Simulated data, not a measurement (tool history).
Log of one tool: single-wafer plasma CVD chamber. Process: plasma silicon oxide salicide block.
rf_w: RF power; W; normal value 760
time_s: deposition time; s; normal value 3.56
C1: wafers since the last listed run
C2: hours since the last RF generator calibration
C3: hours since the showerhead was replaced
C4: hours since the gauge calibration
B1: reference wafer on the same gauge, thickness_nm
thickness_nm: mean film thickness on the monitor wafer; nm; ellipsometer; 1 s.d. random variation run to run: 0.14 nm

run 1 hour=0.0 | rf_w=760 time_s=3.03 | C1=0 C2=184.2 C3=3490.8 C4=506.0 | B1=38.445 | thickness_nm=31.391
run 2 hour=43.2 | rf_w=760 time_s=3.03 | C1=2129 C2=227.4 C3=3534.0 C4=549.2 | B1=38.480 | thickness_nm=31.552
run 3 hour=86.7 | rf_w=805 time_s=3.81 | C1=2144 C2=270.9 C3=3577.5 C4=592.7 | B1=38.522 | thickness_nm=40.196
run 4 hour=153.6 | rf_w=760 time_s=3.56 | C1=3297 C2=337.8 C3=3644.4 C4=659.6 | B1=38.557 | thickness_nm=36.834
run 5 hour=178.4 | rf_w=760 time_s=3.56 | C1=1222 C2=362.6 C3=3669.2 C4=684.4 | B1=38.496 | thickness_nm=36.630
run 6 hour=246.9 | rf_w=760 time_s=3.56 | C1=3376 C2=431.1 C3=3737.7 C4=752.9 | B1=38.494 | thickness_nm=36.745
run 7 hour=271.9 | rf_w=760 time_s=3.16 | C1=1232 C2=456.1 C3=3762.7 C4=777.9 | B1=38.511 | thickness_nm=32.619
run 8 hour=319.6 | rf_w=760 time_s=3.16 | C1=2351 C2=503.8 C3=3810.4 C4=825.6 | B1=38.534 | thickness_nm=32.569
run 9 hour=380.0 | rf_w=760 time_s=3.16 | C1=2977 C2=564.2 C3=3870.8 C4=886.0 | B1=38.511 | thickness_nm=32.613
run 10 hour=449.6 | rf_w=760 time_s=4.07 | C1=3430 C2=633.8 C3=3940.4 C4=955.6 | B1=38.506 | thickness_nm=41.814
run 11 hour=477.7 | rf_w=760 time_s=3.56 | C1=1385 C2=661.9 C3=3968.5 C4=983.7 | B1=38.492 | thickness_nm=36.453
run 12 hour=506.2 | rf_w=760 time_s=3.56 | C1=1404 C2=690.4 C3=3997.0 C4=1012.2 | B1=38.509 | thickness_nm=36.584
run 13 hour=546.8 | rf_w=620 time_s=3.87 | C1=2001 C2=731.0 C3=4037.6 C4=1052.8 | B1=38.485 | thickness_nm=37.194
-- hour=600.0 showerhead replaced
run 14 hour=617.7 | rf_w=805 time_s=3.80 | C1=3100 C2=801.9 C3=17.7 C4=1123.7 | B1=38.497 | thickness_nm=39.483
run 15 hour=659.9 | rf_w=760 time_s=3.56 | C1=2080 C2=844.1 C3=59.9 C4=1165.9 | B1=38.481 | thickness_nm=36.297
run 16 hour=699.8 | rf_w=895 time_s=3.56 | C1=1966 C2=884.0 C3=99.8 C4=1205.8 | B1=38.480 | thickness_nm=37.816
-- hour=796.2 gauge calibrated
run 17 hour=829.4 | rf_w=655 time_s=3.91 | C1=6387 C2=1013.6 C3=229.4 C4=33.2 | B1=38.493 | thickness_nm=37.709
-- hour=865.4 RF generator calibrated
run 18 hour=885.5 | rf_w=705 time_s=3.24 | C1=2370 C2=20.1 C3=285.5 C4=89.3 | B1=38.455 | thickness_nm=32.683
run 19 hour=918.2 | rf_w=840 time_s=2.96 | C1=1611 C2=52.8 C3=318.2 C4=122.0 | B1=38.516 | thickness_nm=32.000
run 20 hour=987.3 | rf_w=885 time_s=3.56 | C1=3405 C2=121.9 C3=387.3 C4=191.1 | B1=38.503 | thickness_nm=38.770
run 21 hour=1015.2 | rf_w=625 time_s=4.06 | C1=1375 C2=149.8 C3=415.2 C4=219.0 | B1=38.505 | thickness_nm=39.565
run 22 hour=1052.5 | rf_w=760 time_s=3.56 | C1=1838 C2=187.1 C3=452.5 C4=256.3 | B1=38.570 | thickness_nm=36.958
run 23 hour=1118.7 | rf_w=815 time_s=3.56 | C1=3263 C2=253.3 C3=518.7 C4=322.5 | B1=38.516 | thickness_nm=37.414
run 24 hour=1152.8 | rf_w=840 time_s=2.96 | C1=1680 C2=287.4 C3=552.8 C4=356.6 | B1=38.478 | thickness_nm=31.686
run 25 hour=1185.9 | rf_w=635 time_s=3.92 | C1=1631 C2=320.5 C3=585.9 C4=389.7 | B1=38.507 | thickness_nm=38.275

Some steps in thickness_nm between neighbouring runs. How much of each would the tool show without its hidden state too (settings, what came in, random variation), and how much is left for the hidden state, with any gauge scatter that isn't in both results?
Hidden state at play: delivered RF power above the setpoint (%); gauge reads high (%).
Run 2 -> 3: rf_w 760 -> 805, time_s 3.03 -> 3.81. thickness_nm +8.644 nm: hidden state -0.066, all else +8.710.
Run 9 -> 10: time_s 3.16 -> 4.07. thickness_nm +9.201 nm: hidden state -0.201, all else +9.402.
Run 16 -> 17: rf_w 895 -> 655, time_s 3.56 -> 3.91, gauge calibrated. thickness_nm -0.107 nm: hidden state -0.256, all else +0.149.
Run 17 -> 18: rf_w 655 -> 705, time_s 3.91 -> 3.24, RF generator calibrated. thickness_nm -5.026 nm: hidden state +1.095, all else -6.121.
